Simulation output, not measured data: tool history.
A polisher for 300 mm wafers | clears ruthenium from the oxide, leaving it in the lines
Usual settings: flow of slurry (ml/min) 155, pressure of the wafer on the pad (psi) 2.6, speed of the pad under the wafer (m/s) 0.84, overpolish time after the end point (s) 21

run    hour  flow of slurry (ml/min)  pressure of the wafer on the pad (psi)  speed of the pad under the wafer (m/s)  overpolish time after the end point (s)  wafers since the last listed run  wafers polished on this pad  hours since the slurry nozzle was cleaned  hours since the head pressure was calibrated  incoming thickness of the incoming film, nm  time until the end point was called (s)
  1     0.0                      155                                     2.6                                    0.76                                       21                                 0                          129                                       70.2                                         925.9                                        129.7                                     90.9
  2    36.7                      155                                     2.6                                    0.76                                       21                               172                          302                                      106.9                                         962.6                                        130.3                                     93.3
  3    72.6                      155                                     2.6                                    0.76                                       21                               168                          470                                      142.8                                         998.5                                        128.0                                     92.3
  4   138.5                      155                                     2.6                                    0.96                                       21                               309                          780                                      208.7                                        1064.4                                        127.8                                     75.9
  5   172.0                      155                                     2.6                                    0.96                                       21                               157                          938                                      242.2                                        1097.9                                        130.3                                     77.7
      185.3  -- worn pad replaced by a new one
  6   234.3                      155                                     2.6                                    0.96                                       21                               274                          230                                      304.5                                        1160.2                                        128.5                                     71.4
  7   266.2                      155                                     2.6                                    1.02                                       21                               149                          380                                      336.4                                        1192.1                                        130.4                                     69.0
  8   325.6                      155                                     2.6                                    1.02                                       21                               279                          659                                      395.8                                        1251.5                                        128.4                                     70.3
  9   381.5                      155                                     2.6                                    0.84                                       26                               262                          921                                      451.7                                        1307.4                                        129.2                                     86.7
      391.2  -- worn pad replaced by a new one
 10   408.6                      155                                     2.6                                    0.84                                       26                               108                           81                                      478.8                                        1334.5                                        131.2                                     84.6
 11   439.1                      155                                     2.6                                    0.84                                       26                               143                          225                                      509.3                                        1365.0                                        130.7                                     85.6
 12   477.7                      155                                     2.6                                    0.84                                       21                               181                          406                                      547.9                                        1403.6                                        130.3                                     85.8
      492.3  -- head pressure recalibrated
 13   523.7                      155                                     2.6                                    0.84                                       21                               206                          613                                      593.9                                          31.4                                        129.6                                     86.8
      582.8  -- slurry nozzle cleaned
 14   583.3                      155                                     2.1                                    0.84                                       21                               275                          888                                        0.5                                          91.0                                        131.7                                    111.6
      600.5  -- worn pad replaced by a new one
 15   635.6                      135                                     2.0                                    0.60                                       25                               227                          164                                       52.8                                         143.3                                        128.1                                    155.8
 16   675.8                      155                                     2.6                                    1.04                                       13                               188                          353                                       93.0                                         183.5                                        132.2                                     69.1
 17   700.9                      155                                     2.6                                    0.84                                       21                               117                          471                                      118.1                                         208.6                                        131.3                                     86.6
 18   739.0                      115                                     1.8                                    0.64                                       33                               179                          650                                      156.2                                         246.7                                        128.8                                    172.1
 19   799.9                      130                                     2.3                                    0.84                                       12                               286                          937                                      217.1                                         307.6                                        130.2                                    105.0
 20   825.7                      185                                     3.4                                    0.68                                       13                               121                         1058                                      242.9                                         333.4                                        131.3                                     82.2
      845.5  -- worn pad replaced by a new one
 21   891.5                      155                                     2.6                                    0.84                                       14                               290                          216                                      308.7                                         399.2                                        131.7                                     85.4
 22   942.4                      195                                     2.2                                    0.94                                       33                               239                          455                                      359.6                                         450.1                                        130.8                                     88.4
 23   974.3                      155                                     2.1                                    0.84                                       21                               149                          605                                      391.5                                         482.0                                        129.9                                    106.4
 24  1022.5                      155                                     2.6                                    0.94                                       34                               226                          831                                      439.7                                         530.2                                        132.2                                     78.5
     1058.4  -- worn pad replaced by a new one
 25  1071.3                      140                                     2.6                                    0.76                                       21                               210                           60                                      488.5                                         579.0                                        129.1                                     92.7
 26  1119.0                      125                                     2.1                                    0.62                                       30                               224                          284                                      536.2                                         626.7                                        132.3                                    149.9

3 ways to go on from here, each from the tool as it stands after run 26. What would each give?
  A  1119.5                      155                                     2.6                                    0.84                                       21                                 2                          287                                      536.7                                         627.2                                        131.4                                        ?
  B  1119.5                      100                                     2.2                                    1.08                                       21                                 2                          287                                      536.7                                         627.2                                        131.4                                        ?
  C  1119.5                      155                                     2.6                                    0.84                                        9                                 2                          287                                      536.7                                         627.2                                        131.4                                        ?

run  time until the end point was called (s)
  A                                     84.1
  B                                     85.8
  C                                     84.1
Without the tool's hidden state the same runs would have given:
run  time until the end point was called (s)
  A                                     82.2
  B                                     83.9
  C                                     82.2
